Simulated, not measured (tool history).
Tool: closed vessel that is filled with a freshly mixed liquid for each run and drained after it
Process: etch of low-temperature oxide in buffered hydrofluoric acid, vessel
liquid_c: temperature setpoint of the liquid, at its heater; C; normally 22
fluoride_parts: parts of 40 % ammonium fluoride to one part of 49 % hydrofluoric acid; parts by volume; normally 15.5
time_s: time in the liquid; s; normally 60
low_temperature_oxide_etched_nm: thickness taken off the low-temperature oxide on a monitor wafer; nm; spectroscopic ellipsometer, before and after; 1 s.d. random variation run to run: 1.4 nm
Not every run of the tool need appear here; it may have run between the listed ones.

run   hour  liquid_c  fluoride_parts  time_s  wafers since the last listed run  hours since the thermometer was replaced  hours since the hydrofluoric acid flow meter was replaced  hours since the gauge calibration  read-back film thickness of the low-temperature oxide reference wafer, read on the same gauge (nm)  low_temperature_oxide_etched_nm
  1      0        22            15.5      60                                 0                                     221.8                                                     1410.1                              455.7                                                                                               39.99                           240.42
  2   44.6        22            15.5      60                              4873                                     266.4                                                     1454.7                              500.3                                                                                               39.99                           240.36
  3  132.3        22            15.5      60                              9582                                     354.1                                                     1542.4                                588                                                                                               39.98                           240.36
  4    185        22            15.5      60                              5758                                     406.8                                                     1595.1                              640.7                                                                                               40.01                           240.93
  5    210        22            15.5      80                              2731                                     431.8                                                     1620.1                              665.7                                                                                               39.99                           320.45
     271.5  -- hydrofluoric acid flow meter replaced
  6  271.8        22            15.5      80                              6643                                     493.6                                                        0.3                              727.5                                                                                               39.98                           321.79
  7  314.8        22            15.5      80                              4698                                     536.6                                                       43.3                              770.5                                                                                                  40                            329.3
  8  360.9        22            15.5      60                              5037                                     582.7                                                       89.4                              816.6                                                                                               40.03                           244.65
     388.2  -- gauge calibrated
  9  536.2        18            10.5      70                             19154                                       758                                                      264.7                                148                                                                                                  40                           340.28
 10  594.3        22            15.5      60                              6348                                     816.1                                                      322.8                              206.1                                                                                               39.99                           251.44
 11  625.5      24.5            15.5      60                              3409                                     847.3                                                        354                              237.3                                                                                               39.99                           285.82
 12  659.2        22              20      35                              3682                                       881                                                      387.7                                271                                                                                               40.05                           113.97
       661  -- thermometer replaced
 13  715.9        24            15.5      60                              6086                                      54.9                                                      444.4                              327.7                                                                                               40.01                           264.84
 14  779.2        22              13      60                              6916                                     118.2                                                      507.7                                391                                                                                               39.96                           280.21
 15  832.6        22            15.5      60                              5834                                     171.6                                                      561.1                              444.4                                                                                               39.98                           241.26
 16  868.1        22              18      80                              3878                                     207.1                                                      596.6                              479.9                                                                                               40.02                           277.71
 17  893.3        22            15.5      60                              2753                                     232.3                                                      621.8                              505.1                                                                                                  40                              238

Some steps in low_temperature_oxide_etched_nm, run to run, broken into two amounts with sign: the step expected even without the hidden condition (settings, incoming material, random variation), and the rest, left for the hidden condition together with whatever gauge scatter is not in both the measured and the hidden-condition-free result:
Hidden state present: liquid hotter than its thermometer reads (K); hydrofluoric acid flow below the setpoint (%); gauge reads high (%).
Run 11 -> 12: liquid_c 24.5 -> 22, fluoride_parts 15.5 -> 20, time_s 60 -> 35. low_temperature_oxide_etched_nm -171.85 nm: hidden state -10.91, all else -160.94.
